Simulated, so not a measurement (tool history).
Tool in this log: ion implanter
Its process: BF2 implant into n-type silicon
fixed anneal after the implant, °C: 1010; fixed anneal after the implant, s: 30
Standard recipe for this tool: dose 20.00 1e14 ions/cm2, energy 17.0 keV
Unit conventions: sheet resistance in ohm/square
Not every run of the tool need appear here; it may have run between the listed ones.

| run | hour | dose | energy | read-back reference wafer on the same gauge, sheet resistance | sheet resistance |
|---|---|---|---|---|---|
| 1 | 0.0 | 18.80 | 17.0 | 157.92 | 168.71 |
| 2 | 45.1 | 20.00 | 17.0 | 157.75 | 167.90 |
| 3 | 80.2 | 20.00 | 17.0 | 157.58 | 168.21 |
| 4 | 102.4 | 20.00 | 17.0 | 157.60 | 167.83 |
| 5 | 128.5 | 20.00 | 17.0 | 157.46 | 167.57 |
| 6 | 163.0 | 20.00 | 17.0 | 157.26 | 167.90 |
| 7 | 192.6 | 20.00 | 17.0 | 157.09 | 167.93 |
| 8 | 213.3 | 20.00 | 20.5 | 157.13 | 156.74 |
| 9 | 241.2 | 20.00 | 17.0 | 157.00 | 167.57 |
| 10 | 276.6 | 20.00 | 17.0 | 156.80 | 167.00 |
| 11 | 294.6 | 17.38 | 19.5 | 156.59 | 161.61 |
|  | 364.8 | gauge calibrated |
| 12 | 395.0 | 17.38 | 19.5 | 158.92 | 163.31 |
|  | 405.4 | Faraday cup replaced and dose calibrated |
| 13 | 424.7 | 20.00 | 20.0 | 158.80 | 159.64 |
| 14 | 451.0 | 20.00 | 20.0 | 158.81 | 159.85 |
| 15 | 477.1 | 21.71 | 19.0 | 158.85 | 161.94 |
| 16 | 494.0 | 20.00 | 18.5 | 158.80 | 164.35 |
| 17 | 508.4 | 20.00 | 17.0 | 158.70 | 169.36 |
| 18 | 521.1 | 20.00 | 17.0 | 158.77 | 169.17 |
| 19 | 551.2 | 20.00 | 19.5 | 158.86 | 161.46 |
| 20 | 576.7 | 20.00 | 17.0 | 158.70 | 169.58 |
| 21 | 608.2 | 23.32 | 12.0 | 158.65 | 187.44 |
|  | 618.1 | extraction supply calibrated |
| 22 | 635.5 | 15.24 | 13.5 | 158.63 | 186.26 |
| 23 | 666.6 | 20.00 | 17.0 | 158.44 | 169.25 |
| 24 | 686.8 | 14.21 | 17.0 | 158.50 | 176.59 |
| 25 | 709.0 | 23.91 | 20.5 | 158.49 | 157.07 |
| 26 | 738.3 | 20.00 | 17.0 | 158.34 | 168.76 |
| 27 | 750.8 | 20.00 | 17.0 | 158.57 | 168.94 |
| 28 | 776.7 | 17.19 | 19.5 | 158.36 | 163.41 |

Predict each of these 3 candidate next runs independently; none follows another, all start after run 28:
| A | 777.1 | 20.00 | 21.0 | ? | ? |
| B | 777.1 | 20.00 | 13.0 | ? | ? |
| C | 777.1 | 14.20 | 17.0 | ? | ? |

| run | read-back reference wafer on the same gauge, sheet resistance | sheet resistance |
|---|---|---|
| A | 158.28 | 156.76 |
| B | 158.28 | 183.85 |
| C | 158.28 | 176.14 |
Had the tool no hidden state, the same runs would have come out as:
| run | sheet resistance |
|---|---|
| A | 157.38 |
| B | 184.58 |
| C | 176.83 |
